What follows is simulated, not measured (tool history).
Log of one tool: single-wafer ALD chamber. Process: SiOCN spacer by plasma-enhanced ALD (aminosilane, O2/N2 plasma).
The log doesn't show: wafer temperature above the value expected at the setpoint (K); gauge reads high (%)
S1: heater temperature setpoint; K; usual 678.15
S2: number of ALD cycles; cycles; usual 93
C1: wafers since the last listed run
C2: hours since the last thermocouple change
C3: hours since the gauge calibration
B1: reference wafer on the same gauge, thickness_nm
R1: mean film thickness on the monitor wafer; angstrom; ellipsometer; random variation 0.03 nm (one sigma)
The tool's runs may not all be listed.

{"run": 1, "hour": 0.0, "S1": 678.15, "S2": 93, "C1": 0, "C2": 577.8, "C3": 1760, "B1": 4.972, "R1": 54.6}
{"run": 2, "hour": 54.7, "S1": 678.15, "S2": 93, "C1": 231, "C2": 632.5, "C3": 1814.7, "B1": 4.97, "R1": 55.15}
{"run": 3, "hour": 158.4, "S1": 678.15, "S2": 93, "C1": 437, "C2": 736.2, "C3": 1918.4, "B1": 4.976, "R1": 55.63}
{"run": 4, "hour": 232.2, "S1": 678.15, "S2": 93, "C1": 311, "C2": 810, "C3": 1992.2, "B1": 4.963, "R1": 55.43}
{"run": 5, "hour": 299.1, "S1": 678.15, "S2": 93, "C1": 282, "C2": 876.9, "C3": 2059.1, "B1": 4.976, "R1": 55.05}
{"run": 6, "hour": 398.5, "S1": 682.15, "S2": 93, "C1": 419, "C2": 976.3, "C3": 2158.5, "B1": 4.98, "R1": 54.18}
{"run": 7, "hour": 549.8, "S1": 678.15, "S2": 93, "C1": 638, "C2": 1127.6, "C3": 2309.8, "B1": 4.972, "R1": 54.84}
{"run": 8, "hour": 629.1, "S1": 678.15, "S2": 93, "C1": 334, "C2": 1206.9, "C3": 2389.1, "B1": 4.962, "R1": 55.22}
{"run": 9, "hour": 671.9, "S1": 678.15, "S2": 93, "C1": 180, "C2": 1249.7, "C3": 2431.9, "B1": 4.965, "R1": 54.6}
{"run": 10, "hour": 732.7, "S1": 678.15, "S2": 107, "C1": 256, "C2": 1310.5, "C3": 2492.7, "B1": 4.962, "R1": 63.41}
{"run": 11, "hour": 770.9, "S1": 678.15, "S2": 93, "C1": 161, "C2": 1348.7, "C3": 2530.9, "B1": 4.972, "R1": 54.94}
{"run": 12, "hour": 809.6, "S1": 678.15, "S2": 93, "C1": 163, "C2": 1387.4, "C3": 2569.6, "B1": 4.964, "R1": 55.15}
{"run": 13, "hour": 893.1, "S1": 678.15, "S2": 93, "C1": 352, "C2": 1470.9, "C3": 2653.1, "B1": 4.971, "R1": 54.68}
{"run": 14, "hour": 1071.1, "S1": 678.15, "S2": 84, "C1": 751, "C2": 1648.9, "C3": 2831.1, "B1": 4.955, "R1": 49.27}
{"hour": 1274.2, "done": "gauge calibrated"}
{"run": 15, "hour": 1384.3, "S1": 678.15, "S2": 93, "C1": 1322, "C2": 1962.1, "C3": 110.1, "B1": 4.972, "R1": 54.71}
{"run": 16, "hour": 1489.9, "S1": 678.15, "S2": 93, "C1": 445, "C2": 2067.7, "C3": 215.7, "B1": 4.977, "R1": 55.17}
{"run": 17, "hour": 1786.5, "S1": 678.15, "S2": 93, "C1": 1252, "C2": 2364.3, "C3": 512.3, "B1": 4.971, "R1": 55.01}
{"run": 18, "hour": 1837.6, "S1": 678.15, "S2": 87, "C1": 215, "C2": 2415.4, "C3": 563.4, "B1": 4.973, "R1": 51.39}
{"run": 19, "hour": 1879.5, "S1": 678.15, "S2": 85, "C1": 176, "C2": 2457.3, "C3": 605.3, "B1": 4.973, "R1": 50.96}
{"run": 20, "hour": 1919.8, "S1": 678.15, "S2": 93, "C1": 170, "C2": 2497.6, "C3": 645.6, "B1": 4.966, "R1": 55.18}
{"run": 21, "hour": 1962.0, "S1": 678.15, "S2": 93, "C1": 178, "C2": 2539.8, "C3": 687.8, "B1": 4.975, "R1": 54.8}
{"hour": 1995.6, "done": "thermocouple changed; heater temperature recalibrated"}
{"run": 22, "hour": 2007.9, "S1": 667.15, "S2": 102, "C1": 160, "C2": 12.3, "C3": 733.7, "B1": 4.967, "R1": 60.56}
{"run": 23, "hour": 2099.1, "S1": 687.15, "S2": 106, "C1": 385, "C2": 103.5, "C3": 824.9, "B1": 4.98, "R1": 61.25}
{"run": 24, "hour": 2182.0, "S1": 682.15, "S2": 100, "C1": 350, "C2": 186.4, "C3": 907.8, "B1": 4.988, "R1": 58.25}
{"run": 25, "hour": 2255.1, "S1": 691.15, "S2": 102, "C1": 308, "C2": 259.5, "C3": 980.9, "B1": 4.966, "R1": 58.4}
{"run": 26, "hour": 2304.5, "S1": 684.15, "S2": 93, "C1": 208, "C2": 308.9, "C3": 1030.3, "B1": 4.968, "R1": 54.22}
{"run": 27, "hour": 2385.9, "S1": 678.15, "S2": 93, "C1": 343, "C2": 390.3, "C3": 1111.7, "B1": 4.96, "R1": 55.63}
{"run": 28, "hour": 2433.1, "S1": 667.15, "S2": 86, "C1": 199, "C2": 437.5, "C3": 1158.9, "B1": 4.973, "R1": 51.8}
{"run": 29, "hour": 2473.5, "S1": 690.15, "S2": 111, "C1": 170, "C2": 477.9, "C3": 1199.3, "B1": 4.97, "R1": 63.23}
{"run": 30, "hour": 2577.1, "S1": 685.15, "S2": 74, "C1": 437, "C2": 581.5, "C3": 1302.9, "B1": 4.969, "R1": 43.2}
{"run": 31, "hour": 2637.0, "S1": 663.15, "S2": 101, "C1": 252, "C2": 641.4, "C3": 1362.8, "B1": 4.969, "R1": 60.2}
{"run": 32, "hour": 2677.1, "S1": 678.15, "S2": 93, "C1": 169, "C2": 681.5, "C3": 1402.9, "B1": 4.955, "R1": 55.28}
{"run": 33, "hour": 2988.2, "S1": 689.15, "S2": 93, "C1": 1313, "C2": 992.6, "C3": 1714, "B1": 4.983, "R1": 53.68}
{"run": 34, "hour": 3060.6, "S1": 667.15, "S2": 101, "C1": 305, "C2": 1065, "C3": 1786.4, "B1": 4.968, "R1": 60.66}
{"run": 35, "hour": 3122.6, "S1": 692.15, "S2": 105, "C1": 261, "C2": 1127, "C3": 1848.4, "B1": 4.967, "R1": 59.99}
{"run": 36, "hour": 3179.0, "S1": 665.15, "S2": 86, "C1": 238, "C2": 1183.4, "C3": 1904.8, "B1": 4.966, "R1": 51.94}
{"run": 37, "hour": 3282.6, "S1": 678.15, "S2": 93, "C1": 437, "C2": 1287, "C3": 2008.4, "B1": 4.976, "R1": 55.16}

The tool's hidden state at each run:
wafer temperature above the value expected at the setpoint (K): 0 in every run
gauge reads high (%): 0 in every run
